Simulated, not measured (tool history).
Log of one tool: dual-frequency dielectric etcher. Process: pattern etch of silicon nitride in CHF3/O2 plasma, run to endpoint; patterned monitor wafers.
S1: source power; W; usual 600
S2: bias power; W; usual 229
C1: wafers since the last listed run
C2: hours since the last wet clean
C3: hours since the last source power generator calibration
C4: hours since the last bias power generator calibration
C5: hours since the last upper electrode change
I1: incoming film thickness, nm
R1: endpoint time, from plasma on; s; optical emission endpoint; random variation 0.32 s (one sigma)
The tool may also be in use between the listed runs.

run   hour   S1   S2    C1     C2      C3      C4      C5    I1    R1
  1    0.0  560  187     0  186.1  3324.4  3922.7  3509.5  62.2  41.5
  2   29.0  490  229   411  215.1  3353.4  3951.7  3538.5  61.3  41.5
  3   57.6  490  229   406  243.7  3382.0  3980.3  3567.1  61.8  41.1
  4   74.4  490  229   238  260.5  3398.8  3997.1  3583.9  62.1  40.9
  5  100.5  600  268   370  286.6  3424.9  4023.2  3610.0  61.6  34.5
  6  126.4  600  268   367  312.5  3450.8  4049.1  3635.9  62.1  34.6
  7  160.1  640  249   478  346.2  3484.5  4082.8  3669.6  61.7  34.1
  8  179.3  520  217   272  365.4  3503.7  4102.0  3688.8  61.4  40.1
     203.6  -- wet clean of the chamber
  9  206.8  600  229    49    3.2  3531.2  4129.5  3716.3  61.6  37.9
 10  233.0  660  229   371   29.4  3557.4  4155.7  3742.5  61.9  35.7
     243.5  -- source power generator calibrated
 11  258.5  660  229   305   54.9    15.0  4181.2  3768.0  61.1  35.3
 12  275.0  600  229   234   71.4    31.5  4197.7  3784.5  61.9  36.8
 13  289.8  600  229   210   86.2    46.3  4212.5  3799.3  62.0  37.7
     316.0  -- upper electrode replaced, of another model than before
 14  324.9  660  184   157  121.3    81.4  4247.6     8.9  61.4  35.6
 15  347.6  700  278   322  144.0   104.1  4270.3    31.6  61.7  31.6
 16  368.9  640  249   302  165.3   125.4  4291.6    52.9  62.6  34.6
     386.3  -- bias power generator calibrated
 17  388.7  470  265   224  185.1   145.2     2.4    72.7  61.5  47.0
 18  409.1  460  283   289  205.5   165.6    22.8    93.1  61.5  47.5
 19  424.3  700  214   215  220.7   180.8    38.0   108.3  61.6  32.5
 20  500.6  600  229  1083  297.0   257.1   114.3   184.6  61.9  36.4
 21  513.3  600  229   180  309.7   269.8   127.0   197.3  61.8  36.5
 22  549.2  650  207   509  345.6   305.7   162.9   233.2  61.7  34.4
 23  570.7  750  229   305  367.1   327.2   184.4   254.7  61.2  29.5
     602.1  -- wet clean of the chamber
 24  602.6  750  229   112    0.5   359.1   216.3   286.6  61.4  31.0

4 ways to go on from here, each from the tool as it stands after run 24. What would each give?
  A  603.0  600  229   5  0.9  359.5  216.7  287.0  61.8   ?
  B  603.0  690  177   5  0.9  359.5  216.7  287.0  61.8   ?
  C  603.0  600  189   5  0.9  359.5  216.7  287.0  61.8   ?
  D  603.0  460  173   5  0.9  359.5  216.7  287.0  61.8   ?

run    R1
  A  38.0
  B  35.3
  C  39.3
  D  54.7
Without the tool's hidden state the same runs would have given:
run    R1
  A  37.9
  B  35.2
  C  39.2
  D  54.6
